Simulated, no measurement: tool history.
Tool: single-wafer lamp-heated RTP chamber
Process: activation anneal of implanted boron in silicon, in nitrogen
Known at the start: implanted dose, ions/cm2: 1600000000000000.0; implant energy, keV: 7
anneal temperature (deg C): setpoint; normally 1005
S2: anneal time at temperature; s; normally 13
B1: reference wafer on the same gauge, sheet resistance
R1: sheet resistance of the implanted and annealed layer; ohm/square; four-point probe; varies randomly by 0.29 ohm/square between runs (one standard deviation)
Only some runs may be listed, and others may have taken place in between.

run 1 hour=0.0 | anneal_temperature_(deg_C)=1005 S2=13 | B1=126.96 | R1=126.07
run 2 hour=24.8 | anneal_temperature_(deg_C)=1005 S2=13 | B1=126.95 | R1=125.51
run 3 hour=95.0 | anneal_temperature_(deg_C)=1005 S2=13 | B1=127.00 | R1=125.42
run 4 hour=159.9 | anneal_temperature_(deg_C)=1005 S2=13 | B1=126.95 | R1=125.85
run 5 hour=221.4 | anneal_temperature_(deg_C)=1005 S2=13 | B1=126.95 | R1=125.28
run 6 hour=248.9 | anneal_temperature_(deg_C)=1005 S2=9 | B1=126.94 | R1=129.93
-- hour=280.4 pyrometer window cleaned and pyrometer calibrated
run 7 hour=301.0 | anneal_temperature_(deg_C)=1005 S2=9 | B1=127.06 | R1=129.41
run 8 hour=361.5 | anneal_temperature_(deg_C)=1005 S2=13 | B1=126.97 | R1=124.99
run 9 hour=395.4 | anneal_temperature_(deg_C)=1005 S2=13 | B1=127.01 | R1=125.09
run 10 hour=455.6 | anneal_temperature_(deg_C)=1005 S2=13 | B1=127.01 | R1=124.91
run 11 hour=494.0 | anneal_temperature_(deg_C)=1005 S2=13 | B1=127.02 | R1=124.86
-- hour=547.1 reflector plate cleaned
run 12 hour=547.6 | anneal_temperature_(deg_C)=1005 S2=13 | B1=127.00 | R1=123.84
run 13 hour=596.3 | anneal_temperature_(deg_C)=1005 S2=13 | B1=126.98 | R1=123.65
-- hour=619.0 pyrometer window cleaned and pyrometer calibrated
run 14 hour=661.0 | anneal_temperature_(deg_C)=1013 S2=10 | B1=127.03 | R1=122.50
run 15 hour=711.4 | anneal_temperature_(deg_C)=1005 S2=13 | B1=127.06 | R1=124.29
run 16 hour=764.1 | anneal_temperature_(deg_C)=1013 S2=13 | B1=127.00 | R1=119.49
-- hour=808.8 reflector plate cleaned, repeated, since the last time left the tool worse
run 17 hour=809.3 | anneal_temperature_(deg_C)=979 S2=7 | B1=127.02 | R1=154.02
run 18 hour=873.1 | anneal_temperature_(deg_C)=1028 S2=8 | B1=126.91 | R1=119.84
run 19 hour=920.6 | anneal_temperature_(deg_C)=1030 S2=9 | B1=126.97 | R1=116.54
run 20 hour=944.8 | anneal_temperature_(deg_C)=1022 S2=21 | B1=127.06 | R1=111.76
-- hour=965.8 pyrometer window cleaned and pyrometer calibrated
-- hour=974.9 gauge calibrated
run 21 hour=986.3 | anneal_temperature_(deg_C)=986 S2=16 | B1=127.07 | R1=136.39
run 22 hour=1030.6 | anneal_temperature_(deg_C)=1030 S2=19 | B1=127.00 | R1=108.50
run 23 hour=1099.3 | anneal_temperature_(deg_C)=1013 S2=13 | B1=127.01 | R1=121.49
run 24 hour=1162.7 | anneal_temperature_(deg_C)=984 S2=20 | B1=127.07 | R1=135.07
run 25 hour=1217.9 | anneal_temperature_(deg_C)=994 S2=17 | B1=127.03 | R1=129.54
run 26 hour=1247.5 | anneal_temperature_(deg_C)=1022 S2=9 | B1=127.00 | R1=120.17
run 27 hour=1272.8 | anneal_temperature_(deg_C)=1014 S2=13 | B1=127.02 | R1=120.65
run 28 hour=1321.9 | anneal_temperature_(deg_C)=1005 S2=13 | B1=126.92 | R1=126.19
-- hour=1369.4 pyrometer window cleaned and pyrometer calibrated
run 29 hour=1382.8 | anneal_temperature_(deg_C)=1023 S2=6 | B1=126.99 | R1=124.02
run 30 hour=1450.7 | anneal_temperature_(deg_C)=1031 S2=9 | B1=127.01 | R1=115.77
run 31 hour=1482.2 | anneal_temperature_(deg_C)=976 S2=19 | B1=127.03 | R1=141.29
run 32 hour=1527.3 | anneal_temperature_(deg_C)=979 S2=13 | B1=127.00 | R1=143.77
run 33 hour=1598.5 | anneal_temperature_(deg_C)=984 S2=19 | B1=126.95 | R1=134.56
run 34 hour=1633.0 | anneal_temperature_(deg_C)=1005 S2=13 | B1=126.95 | R1=124.86
run 35 hour=1658.2 | anneal_temperature_(deg_C)=1005 S2=13 | B1=127.07 | R1=124.80

Measured minus without-hidden-state, run by run (identical run-to-run variation in each term; gauge scatter may differ):
Hidden state present: true wafer temperature minus pyrometer reading, K; wafer temperature error from the tarnished reflector plate, K; gauge reads high (%).
run=1 R1=-0.59
run=2 R1=-0.63
run=3 R1=-0.73
run=4 R1=-0.83
run=5 R1=-0.93
run=6 R1=-1.04
run=7 R1=-1.12
run=8 R1=-1.14
run=9 R1=-1.19
run=10 R1=-1.29
run=11 R1=-1.34
run=12 R1=-2.46
run=13 R1=-2.53
run=14 R1=-2.49
run=15 R1=-2.72
run=16 R1=-2.59
run=17 R1=-0.08
run=18 R1=-0.12
run=19 R1=-0.18
run=20 R1=-0.25
run=21 R1=-0.44
run=22 R1=-0.37
run=23 R1=-0.46
run=24 R1=-0.80
run=25 R1=-0.76
run=26 R1=-0.63
run=27 R1=-0.70
run=28 R1=-0.84
run=29 R1=-0.83
run=30 R1=-0.85
run=31 R1=-1.73
run=32 R1=-1.84
run=33 R1=-1.72
run=34 R1=-1.30
run=35 R1=-1.35
